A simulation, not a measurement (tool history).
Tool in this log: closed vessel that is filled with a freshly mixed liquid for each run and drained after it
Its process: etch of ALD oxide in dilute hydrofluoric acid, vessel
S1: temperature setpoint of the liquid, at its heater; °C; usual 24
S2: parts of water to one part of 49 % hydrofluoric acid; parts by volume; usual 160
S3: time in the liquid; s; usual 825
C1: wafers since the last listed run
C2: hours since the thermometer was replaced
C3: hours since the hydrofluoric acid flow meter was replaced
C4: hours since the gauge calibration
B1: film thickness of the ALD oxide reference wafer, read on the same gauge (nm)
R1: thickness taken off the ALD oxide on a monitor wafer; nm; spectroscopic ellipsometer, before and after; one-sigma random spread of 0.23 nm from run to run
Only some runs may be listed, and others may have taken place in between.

run   hour    S1   S2    S3    C1      C2      C3     C4     B1     R1
  1      0    24  205   825     0  1698.6    1681  193.3  90.01  34.34
  2   14.8    24  115  1070   826  1713.4  1695.8  208.1  90.02  87.83
  3     22    24  160   825   402  1720.6    1703  215.3  90.01  46.34
      31.1  -- gauge calibrated
  4   75.7    24  160   825  2999  1774.3  1756.7   44.6     90   46.6
  5   91.4    24  160   825   876    1790  1772.4   60.3  90.01   46.5
  6   99.6    24  160   585   457  1798.2  1780.6   68.5     90  33.05
  7  109.1    24  160   585   530  1807.7  1790.1     78     90  32.95
     112.4  -- thermometer replaced
  8  123.1    24  160   585   726    10.7  1804.1     92  89.98  33.31
  9  129.9  26.5  160   825   379    17.5  1810.9   98.8  90.02  50.72
 10  136.5    24  225   825   368    24.1  1817.5  105.4  89.98  30.91
 11  151.9    24  225   825   860    39.5  1832.9  120.8  90.01  30.85
 12  162.3    24  135   825   580    49.9  1843.3  131.2     90  56.67
 13  169.4  25.5   90   825   396      57  1850.4  138.3  89.99   95.1
 14  183.6    24  160   825   793    71.2  1864.6  152.5  90.02  46.42
 15  190.2    24  230   825   368    77.8  1871.2  159.1     90  29.98
       197  -- hydrofluoric acid flow meter replaced
 16  202.6    24  160   825   636    90.2     5.6  171.5  90.01  46.33
 17  218.1    26  125   380   865   105.7    21.1    187  90.01   30.6
     225.3  -- gauge calibrated
 18  235.1  21.5  120  1235   949   122.7    38.1    9.8  89.99   87.8
 19  263.9  19.5  115   335  1608   151.5    66.9   38.6  90.01  23.14
 20  277.9    24  160   825   781   165.5    80.9   52.6  89.99  46.38
 21  295.3    24  185   385   971   182.9    98.3     70  90.01   18.2
 22  304.8    24  160   825   530   192.4   107.8   79.5  89.98  46.56
 23  313.8    24  160   825   502   201.4   116.8   88.5     90  46.59

Forecast each of these 3 alternatives for the next run:
  A  314.7  24  160  825  50  202.3  117.7  89.4   ?   ?
  B  314.7  24  230  425  50  202.3  117.7  89.4   ?   ?
  C  314.7  24  160  500  50  202.3  117.7  89.4   ?   ?

run     B1     R1
  A  89.99  46.57
  B  89.99  15.47
  C  89.99  28.22
What these runs would have given with no unlogged condition in the tool:
run     R1
  A  46.57
  B  15.47
  C  28.22
